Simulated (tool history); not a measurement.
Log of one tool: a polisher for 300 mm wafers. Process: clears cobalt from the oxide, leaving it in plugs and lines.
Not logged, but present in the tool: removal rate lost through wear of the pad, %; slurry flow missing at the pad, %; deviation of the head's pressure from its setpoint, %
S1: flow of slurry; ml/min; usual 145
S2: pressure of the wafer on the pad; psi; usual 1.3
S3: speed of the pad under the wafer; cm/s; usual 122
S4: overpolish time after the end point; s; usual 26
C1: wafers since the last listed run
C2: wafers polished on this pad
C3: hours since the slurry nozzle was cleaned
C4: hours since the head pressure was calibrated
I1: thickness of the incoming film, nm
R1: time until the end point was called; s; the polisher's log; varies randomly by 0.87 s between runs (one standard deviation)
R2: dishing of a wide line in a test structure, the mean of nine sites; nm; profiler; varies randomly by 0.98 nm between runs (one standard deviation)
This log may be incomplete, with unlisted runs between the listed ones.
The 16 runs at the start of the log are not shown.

run   hour   S1   S2   S3  S4   C1    C2     C3     C4     I1     R1    R2
 17  450.1  160  1.3  122  40  139  1035  147.5  727.0  364.0   81.7  58.0
 18  470.1  145  1.3  122  32  116  1152  167.5  747.0  362.7   84.8  54.7
     485.4  -- head pressure recalibrated
 19  489.2  115  1.3   88  20  100  1252  186.6    3.8  358.2  127.9  34.6
 20  509.2  190  1.0  122  21  116  1369  206.6   23.8  362.3  106.8  40.5
     538.0  -- worn pad replaced by a new one
 21  540.0  120  1.1  146  10  156    11  237.4   54.6  357.0   83.8  27.4
 22  569.8  145  1.3  122  26  174   186  267.2   84.4  367.0   81.0  49.1
     596.5  -- slurry nozzle cleaned
 23  602.3  125  1.6   88  26  184   370    5.8  116.9  357.5   86.3  49.4
 24  618.2  145  1.1  148  26   92   463   21.7  132.8  354.8   74.8  50.6
 25  646.5  145  1.3  122  13  165   628   50.0  161.1  365.9   79.0  35.1
 26  671.1  145  1.8  100  26  143   772   74.6  185.7  362.3   69.8  53.1
 27  685.2  145  1.3  138  26   82   855   88.7  199.8  365.6   70.9  52.9
 28  716.7  145  1.3  122  26  184  1039  120.2  231.3  357.8   80.5  48.1
 29  748.0  145  1.3  104  26  183  1222  151.5  262.6  359.2   95.9  44.4
 30  774.3  145  1.3  122  26  153  1376  177.8  288.9  361.4   87.5  48.9
 31  787.3  125  1.4  134  20   76  1452  190.8  301.9  363.4   76.8  44.3
     820.8  -- worn pad replaced by a new one
 32  821.3  125  1.1   94  21  175     3  224.8  335.9  360.1  127.9  33.7
 33  842.8  185  0.9   88  26  125   128  246.3  357.4  363.7  154.9  35.8
 34  935.3  145  1.0  122  26  540   669  338.8  449.9  361.2  107.6  43.1

Forecast each of these 4 alternatives for the next run:
  A  935.7  145  1.3  122  26   2  672  339.2  450.3  354.4   ?   ?
  B  935.7  145  1.0  132  26   2  672  339.2  450.3  354.4   ?   ?
  C  935.7  165  1.3  106  26   2  672  339.2  450.3  354.4   ?   ?
  D  935.7  185  1.3  122  26   2  672  339.2  450.3  354.4   ?   ?

run    R1    R2
  A  82.2  51.7
  B  98.8  47.5
  C  91.4  49.3
  D  77.3  53.0
Take away the tool's hidden state, keep each run's random variation, and the runs would have read:
run    R1    R2
  A  72.8  54.3
  B  87.5  50.4
  C  81.8  51.8
  D  69.8  55.1
